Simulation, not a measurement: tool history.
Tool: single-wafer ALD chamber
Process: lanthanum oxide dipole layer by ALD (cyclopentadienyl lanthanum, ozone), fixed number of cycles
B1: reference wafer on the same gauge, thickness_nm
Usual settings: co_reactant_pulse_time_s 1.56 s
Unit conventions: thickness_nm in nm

run 1 hour=0.0 | co_reactant_pulse_time_s=2.05 | B1=0.533 | thickness_nm=0.572
run 2 hour=56.0 | co_reactant_pulse_time_s=1.73 | B1=0.533 | thickness_nm=0.559
run 3 hour=100.2 | co_reactant_pulse_time_s=1.73 | B1=0.533 | thickness_nm=0.562
run 4 hour=203.8 | co_reactant_pulse_time_s=1.73 | B1=0.533 | thickness_nm=0.558
run 5 hour=259.4 | co_reactant_pulse_time_s=1.37 | B1=0.533 | thickness_nm=0.529
run 6 hour=309.3 | co_reactant_pulse_time_s=1.56 | B1=0.533 | thickness_nm=0.549
run 7 hour=357.6 | co_reactant_pulse_time_s=1.94 | B1=0.533 | thickness_nm=0.567
run 8 hour=452.4 | co_reactant_pulse_time_s=1.94 | B1=0.533 | thickness_nm=0.567
run 9 hour=529.5 | co_reactant_pulse_time_s=1.94 | B1=0.533 | thickness_nm=0.566
run 10 hour=611.9 | co_reactant_pulse_time_s=1.12 | B1=0.533 | thickness_nm=0.491
run 11 hour=719.7 | co_reactant_pulse_time_s=1.12 | B1=0.533 | thickness_nm=0.489
run 12 hour=799.9 | co_reactant_pulse_time_s=1.09 | B1=0.533 | thickness_nm=0.483
run 13 hour=836.9 | co_reactant_pulse_time_s=1.09 | B1=0.533 | thickness_nm=0.480
run 14 hour=904.1 | co_reactant_pulse_time_s=1.56 | B1=0.533 | thickness_nm=0.545
run 15 hour=941.0 | co_reactant_pulse_time_s=2.06 | B1=0.533 | thickness_nm=0.572
-- hour=1029.6 ozone generator serviced
run 16 hour=1030.1 | co_reactant_pulse_time_s=1.56 | B1=0.533 | thickness_nm=0.552
run 17 hour=1096.6 | co_reactant_pulse_time_s=1.20 | B1=0.533 | thickness_nm=0.517
run 18 hour=1149.5 | co_reactant_pulse_time_s=1.56 | B1=0.533 | thickness_nm=0.554
-- hour=1166.4 thermocouple changed; heater temperature recalibrated
run 19 hour=1205.9 | co_reactant_pulse_time_s=1.06 | B1=0.533 | thickness_nm=0.488
-- hour=1210.5 gauge calibrated
run 20 hour=1274.3 | co_reactant_pulse_time_s=1.56 | B1=0.533 | thickness_nm=0.555
run 21 hour=1351.4 | co_reactant_pulse_time_s=1.04 | B1=0.533 | thickness_nm=0.481
run 22 hour=1396.1 | co_reactant_pulse_time_s=2.09 | B1=0.533 | thickness_nm=0.572
run 23 hour=1508.5 | co_reactant_pulse_time_s=2.02 | B1=0.533 | thickness_nm=0.570
-- hour=1555.9 showerhead replaced
run 24 hour=1557.5 | co_reactant_pulse_time_s=1.56 | B1=0.533 | thickness_nm=0.552
run 25 hour=1657.9 | co_reactant_pulse_time_s=1.73 | B1=0.533 | thickness_nm=0.559
run 26 hour=1756.2 | co_reactant_pulse_time_s=1.96 | B1=0.533 | thickness_nm=0.566
run 27 hour=1795.7 | co_reactant_pulse_time_s=1.39 | B1=0.533 | thickness_nm=0.533
run 28 hour=1843.1 | co_reactant_pulse_time_s=1.35 | B1=0.533 | thickness_nm=0.533
run 29 hour=1886.3 | co_reactant_pulse_time_s=1.56 | B1=0.533 | thickness_nm=0.548
run 30 hour=1929.1 | co_reactant_pulse_time_s=1.18 | B1=0.533 | thickness_nm=0.506
run 31 hour=2245.3 | co_reactant_pulse_time_s=0.99 | B1=0.533 | thickness_nm=0.457
run 32 hour=2344.0 | co_reactant_pulse_time_s=1.98 | B1=0.533 | thickness_nm=0.567
-- hour=2401.5 ozone generator serviced
run 33 hour=2420.4 | co_reactant_pulse_time_s=2.02 | B1=0.533 | thickness_nm=0.571
run 34 hour=2464.4 | co_reactant_pulse_time_s=1.81 | B1=0.533 | thickness_nm=0.567

Forecast each of these 4 alternatives for the next run:
run A hour=2464.8 | co_reactant_pulse_time_s=1.07 | B1=? | thickness_nm=?
run B hour=2464.8 | co_reactant_pulse_time_s=1.00 | B1=? | thickness_nm=?
run C hour=2464.8 | co_reactant_pulse_time_s=1.03 | B1=? | thickness_nm=?
run D hour=2464.8 | co_reactant_pulse_time_s=1.83 | B1=? | thickness_nm=?

run=A B1=0.533 thickness_nm=0.490
run=B B1=0.533 thickness_nm=0.474
run=C B1=0.533 thickness_nm=0.481
run=D B1=0.533 thickness_nm=0.565
Stripped of hidden state, with their random variation kept, the same runs would have yielded:
run=A thickness_nm=0.491
run=B thickness_nm=0.475
run=C thickness_nm=0.482
run=D thickness_nm=0.565
